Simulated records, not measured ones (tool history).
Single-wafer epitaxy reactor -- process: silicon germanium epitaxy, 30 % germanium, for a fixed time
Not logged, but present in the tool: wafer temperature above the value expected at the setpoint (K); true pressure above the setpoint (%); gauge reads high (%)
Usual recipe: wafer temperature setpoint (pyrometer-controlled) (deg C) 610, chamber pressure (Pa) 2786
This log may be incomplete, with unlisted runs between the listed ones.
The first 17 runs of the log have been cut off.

run	hour	wafer temperature setpoint (pyrometer-controlled) (deg C)	chamber pressure (Pa)	wafers since the last listed run	hours since the last pyrometer calibration	hours since the last manometer calibration	hours since the showerhead was replaced	hours since the gauge calibration	read-back reference wafer on the same gauge, thickness_nm	mean film thickness on the monitor wafer (angstrom)
18	1629.9	610	2786	5770	2832.7	610.4	758.9	354.2	71.441	731.01
19	1734.9	614	2280	1872	2937.7	715.4	863.9	459.2	71.418	726.75
20	1828.9	620	3453	1676	3031.7	809.4	957.9	553.2	71.409	941.98
# hour 1869.5: pyrometer calibrated
21	1901.9	619	2293	1159	32.4	882.4	1030.9	626.2	71.455	796.35
22	1953.5	617	2786	920	84.0	934.0	1082.5	677.8	71.381	826.13
23	2026.8	606	2133	1307	157.3	1007.3	1155.8	751.1	71.388	618.54
24	2134.6	610	2786	1922	265.1	1115.1	1263.6	858.9	71.435	728.63
25	2190.5	610	2520	997	321.0	1171.0	1319.5	914.8	71.443	704.94
26	2275.0	610	2413	1507	405.5	1255.5	1404.0	999.3	71.380	699.49
27	2359.1	610	2786	1500	489.6	1339.6	1488.1	1083.4	71.361	734.83
28	2445.5	620	3213	1541	576.0	1426.0	1574.5	1169.8	71.473	914.84
29	2513.1	615	2786	1205	643.6	1493.6	1642.1	1237.4	71.557	794.46
30	2555.5	601	3013	756	686.0	1536.0	1684.5	1279.8	71.351	628.23
# hour 2652.0: capacitance manometer re-zeroed and calibrated
31	2652.5	601	2213	1587	783.0	0.5	1781.5	1376.8	71.378	570.87
32	2722.8	610	2786	1253	853.3	70.8	1851.8	1447.1	71.373	728.71
33	2822.4	610	3266	1776	952.9	170.4	1951.4	1546.7	71.406	775.03
34	2882.2	610	2786	1066	1012.7	230.2	2011.2	1606.5	71.389	721.28
35	2941.6	602	3453	1059	1072.1	289.6	2070.6	1665.9	71.409	678.47

Below are 4 alternative next runs, each starting from the tool's condition after run 35. Predict each:
A	2942.0	610	3480	7	1072.5	290.0	2071.0	1666.3	?	?
B	2942.0	622	2280	7	1072.5	290.0	2071.0	1666.3	?	?
C	2942.0	619	2346	7	1072.5	290.0	2071.0	1666.3	?	?
D	2942.0	621	3226	7	1072.5	290.0	2071.0	1666.3	?	?

run	read-back reference wafer on the same gauge, thickness_nm	mean film thickness on the monitor wafer (angstrom)
A	71.438	786.51
B	71.438	841.60
C	71.438	805.91
D	71.438	932.23
The same runs, with their run-to-run variation unchanged, on a tool lacking any hidden condition would have given:
run	mean film thickness on the monitor wafer (angstrom)
A	786.51
B	841.60
C	805.91
D	932.23
